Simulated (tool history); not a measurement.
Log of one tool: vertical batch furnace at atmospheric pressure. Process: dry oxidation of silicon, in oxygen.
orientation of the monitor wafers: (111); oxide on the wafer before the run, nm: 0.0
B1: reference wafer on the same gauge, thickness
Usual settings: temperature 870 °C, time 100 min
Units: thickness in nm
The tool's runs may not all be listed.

Run 1, hour 0: usual settings but temperature 851 °C; B1 32.8. Result: thickness 23.25 nm.
Run 2, hour 40.6: usual settings but temperature 851 °C; B1 32.8. Result: thickness 23.44 nm.
Run 3, hour 86.2: usual settings but temperature 851 °C; B1 32.8. Result: thickness 23.42 nm.
Run 4, hour 132: usual settings but temperature 861 °C, time 75.5 min; B1 32.84. Result: thickness 21.57 nm.
Run 5, hour 226.2: usual settings but temperature 861 °C, time 75.5 min; B1 32.82. Result: thickness 21.47 nm.
Run 6, hour 266.4: usual settings but temperature 863 °C; B1 32.78. Result: thickness 26.72 nm.
Run 7, hour 371.6: usual settings but temperature 863 °C; B1 32.8. Result: thickness 26.78 nm.
Run 8, hour 441: usual settings; B1 32.83. Result: thickness 28.75 nm.
Run 9, hour 521.8: usual settings; B1 32.78. Result: thickness 28.93 nm.
Run 10, hour 566.2: usual settings; B1 32.75. Result: thickness 28.78 nm.
Run 11, hour 670.7: usual settings but temperature 887 °C; B1 32.8. Result: thickness 34.37 nm.
Run 12, hour 728.2: usual settings but time 130 min; B1 32.85. Result: thickness 34.48 nm.
At hour 780.3: thermocouples replaced and temperature profile calibrated.
At hour 815.1: boat lift adjusted.
Run 13, hour 815.6: usual settings; B1 32.78. Result: thickness 28.33 nm.
At hour 902.1: gauge calibrated.
Run 14, hour 905.1: usual settings but temperature 891 °C, time 143 min; B1 32.78. Result: thickness 45.2 nm.
Run 15, hour 967.4: usual settings but temperature 852 °C, time 62 min; B1 32.79. Result: thickness 16.62 nm.
Run 16, hour 1043.3: usual settings but temperature 887 °C, time 132 min; B1 32.82. Result: thickness 41.11 nm.
Run 17, hour 1138.3: usual settings but temperature 852 °C, time 58.5 min; B1 32.76. Result: thickness 15.95 nm.
Run 18, hour 1174.9: usual settings but temperature 857 °C, time 53 min; B1 32.79. Result: thickness 15.62 nm.
Run 19, hour 1240.4: usual settings but temperature 885 °C, time 131.5 min; B1 32.83. Result: thickness 40.49 nm.
Run 20, hour 1284.8: usual settings; B1 32.8. Result: thickness 28.52 nm.
Run 21, hour 1392.1: usual settings; B1 32.84. Result: thickness 28.48 nm.
Run 22, hour 1452.4: usual settings but temperature 882 °C, time 125 min; B1 32.82. Result: thickness 37.89 nm.

The same runs without the tool's hidden state, with the same run-to-run variation:
The hidden state here: true tube temperature minus thermocouple reading, K; monitor wafer colder than the profiled boat position, K; gauge reads high (%).
run  thickness
  1      22.82
  2      23.01
  3      22.99
  4      21.19
  5      21.08
  6      26.26
  7      26.32
  8      28.26
  9      28.44
 10       28.3
 11      33.82
 12      33.91
 13      28.24
 14      45.06
 15      16.56
 16      40.95
 17      15.87
 18      15.55
 19       40.3
 20      28.37
 21      28.32
 22      37.68
